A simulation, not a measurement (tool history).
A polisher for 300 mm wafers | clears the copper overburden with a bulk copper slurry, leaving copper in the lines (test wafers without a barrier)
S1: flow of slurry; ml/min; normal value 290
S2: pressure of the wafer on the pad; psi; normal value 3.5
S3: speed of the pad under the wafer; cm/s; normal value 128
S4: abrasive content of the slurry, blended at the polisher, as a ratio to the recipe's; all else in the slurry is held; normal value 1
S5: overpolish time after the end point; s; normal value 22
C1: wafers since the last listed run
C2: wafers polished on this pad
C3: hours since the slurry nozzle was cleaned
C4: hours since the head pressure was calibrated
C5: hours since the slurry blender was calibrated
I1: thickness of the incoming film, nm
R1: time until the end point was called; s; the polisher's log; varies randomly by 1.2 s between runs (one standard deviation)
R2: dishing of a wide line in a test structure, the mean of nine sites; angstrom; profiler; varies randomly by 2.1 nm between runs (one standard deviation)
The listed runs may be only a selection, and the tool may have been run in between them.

run	hour	S1	S2	S3	S4	S5	C1	C2	C3	C4	C5	I1	R1	R2
1	0	290	3.5	128	0.75	22	0	878	182.2	760.7	276.6	846.7	77.8	993
# hour 32.6: slurry blender recalibrated
2	57.4	290	3.5	128	0.75	22	393	1272	239.6	818.1	24.8	858	78.6	1007
# hour 70.4: worn pad replaced by a new one
3	84.4	290	3.5	100	1	22	163	99	266.6	845.1	51.8	852.8	87.1	944
# hour 88.8: slurry nozzle cleaned
4	150.8	290	3.5	100	1	22	464	564	62	911.5	118.2	859	83.1	1030
5	209.3	290	3.5	100	1	22	415	979	120.5	970	176.7	850.6	84.8	981
# hour 268.3: worn pad replaced by a new one
6	307.5	290	3.5	128	1	22	669	278	218.7	1068.2	274.9	842.4	69.9	1034
7	334.7	290	3.5	128	1	22	193	471	245.9	1095.4	302.1	837.3	71.8	1042
# hour 360.2: slurry blender recalibrated
8	364.3	290	3.5	128	1	22	196	667	275.5	1125	4.1	845.5	72.9	1054
9	390.6	290	3.5	128	0.85	27	186	854	301.8	1151.3	30.4	850.5	75.3	1086
# hour 400.7: slurry nozzle cleaned
10	453.3	290	3.5	128	1	22	438	1293	52.6	1214	93.1	834.7	69.1	1055
# hour 475.3: head pressure recalibrated
# hour 491.8: worn pad replaced by a new one
11	505.3	290	3.5	128	1	22	326	96	104.6	30	145.1	859.9	70.8	1039
12	534.5	290	3.5	128	1	22	207	303	133.8	59.2	174.3	848.2	70.6	1055
13	564.1	265	4	128	1	22	210	513	163.4	88.8	203.9	858.4	64.7	1177
14	610.9	290	3.5	100	1	22	332	846	210.2	135.6	250.7	847.5	83.7	975
15	644	290	3.5	128	1	22	235	1081	243.3	168.7	283.8	853.9	73.4	1024
# hour 660.4: slurry blender recalibrated
# hour 668: slurry nozzle cleaned
16	670.9	290	2.3	90	0.8	22	169	1251	2.9	195.6	10.5	859.4	137.7	706
# hour 707.4: worn pad replaced by a new one
17	739.7	290	3.5	128	1	27	460	229	71.7	264.4	79.3	847.3	70.5	1166
18	781.7	290	3.5	128	0.85	22	298	528	113.7	306.4	121.3	853.3	72.9	1067
19	828.5	235	2.6	150	1.1	22	332	860	160.5	353.2	168.1	837.5	83.9	927
20	867.7	290	3.5	128	1	22	278	1139	199.7	392.4	207.3	851.8	71.1	1039
21	899	290	3.1	128	1	22	222	1361	231	423.7	238.6	851.2	81.7	963
# hour 919.8: worn pad replaced by a new one
22	953.8	370	3.5	116	1.1	26	360	241	285.8	478.5	293.4	835.2	73	1091
# hour 972.5: slurry blender recalibrated
23	988.3	290	3.5	128	1	22	230	472	320.3	513	15.8	856.9	73.9	1008
# hour 1006.3: slurry nozzle cleaned
24	1026.8	290	3.5	128	1	33	266	738	20.5	551.5	54.3	851.5	69.3	1212
25	1066.8	290	3.8	148	1	26	284	1022	60.5	591.5	94.3	855.2	58.9	1222
26	1106.2	240	3.5	128	1.25	22	279	1302	99.9	630.9	133.7	851.9	68.9	1115

Branching from run 26: 5 alternative next runs. What would each branch give?
A	1106.6	290	3.5	128	1	14	2	1305	100.3	631.3	134.1	848.1	?	?
B	1106.6	290	3.5	128	0.75	13	2	1305	100.3	631.3	134.1	848.1	?	?
C	1106.6	290	4.7	128	1	31	2	1305	100.3	631.3	134.1	848.1	?	?
D	1106.6	290	3.5	128	1	28	2	1305	100.3	631.3	134.1	848.1	?	?
E	1106.6	290	4.4	162	1	22	2	1305	100.3	631.3	134.1	848.1	?	?

run	R1	R2
A	72.4	827
B	77.4	761
C	53.9	1330
D	72.4	1126
E	48.8	1239
Stripped of hidden state, with their random variation kept, the same runs would have yielded:
run	R1	R2
A	70.7	838
B	75.6	772
C	52.7	1336
D	70.7	1134
E	47.7	1247
